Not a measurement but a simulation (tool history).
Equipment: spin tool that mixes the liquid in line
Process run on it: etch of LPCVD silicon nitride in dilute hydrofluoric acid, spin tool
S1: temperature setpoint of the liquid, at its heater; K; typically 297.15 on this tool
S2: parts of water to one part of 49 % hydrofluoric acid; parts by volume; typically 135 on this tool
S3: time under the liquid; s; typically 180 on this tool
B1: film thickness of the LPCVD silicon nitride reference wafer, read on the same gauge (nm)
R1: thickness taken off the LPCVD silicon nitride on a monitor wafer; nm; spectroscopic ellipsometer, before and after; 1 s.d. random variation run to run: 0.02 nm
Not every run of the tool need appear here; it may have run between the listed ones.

run,day,S1,S2,S3,B1,R1
1,0,297.15,135,180,50.009,0.728
2,2.825,297.15,135,180,50.021,0.694
3,6.029,295.15,135,205,49.99,0.701
4,9.017,295.15,135,205,49.991,0.736
5,10.871,297.15,135,180,50.016,0.719
6,15.275,297.15,135,180,49.98,0.727
7,18.971,299.65,185,180,50.034,0.667
8,22.904,297.15,135,180,49.983,0.717
9,26.238,297.15,135,180,49.975,0.776
10,27.779,297.15,135,180,50.021,0.765
# day 29.904: thermometer replaced
11,29.971,297.15,135,180,50.031,0.734
# day 30.192: gauge calibrated
# day 32.288: hydrofluoric acid flow meter replaced
12,33.288,297.15,135,180,50.004,0.69
13,36.358,292.65,195,215,50.027,0.431
14,39.708,302.15,70,110,50.009,1.154
15,43.058,294.15,135,180,49.996,0.602
16,46.225,297.15,135,180,49.947,0.723
17,56.379,293.65,65,180,49.983,1.168
18,58.15,297.15,165,180,50.001,0.62
19,62.075,297.15,135,180,49.998,0.76
20,63.783,300.15,65,260,49.99,2.576
21,66.742,297.15,135,180,50.007,0.724
22,70.062,297.15,135,180,50.004,0.746
23,73.1,294.15,190,120,49.974,0.301

What if the next run were any one of these 4? Each begins from the tool's condition after run 23:
A,73.121,297.15,135,180,?,?
B,73.121,292.15,105,285,?,?
C,73.121,297.15,85,180,?,?
D,73.121,297.15,135,95,?,?

run,B1,R1
A,49.998,0.738
B,49.998,1.069
C,49.998,1.165
D,49.998,0.389
The same runs, with their run-to-run variation unchanged, on a tool lacking any hidden condition would have given:
run,R1
A,0.659
B,0.957
C,1.041
D,0.348
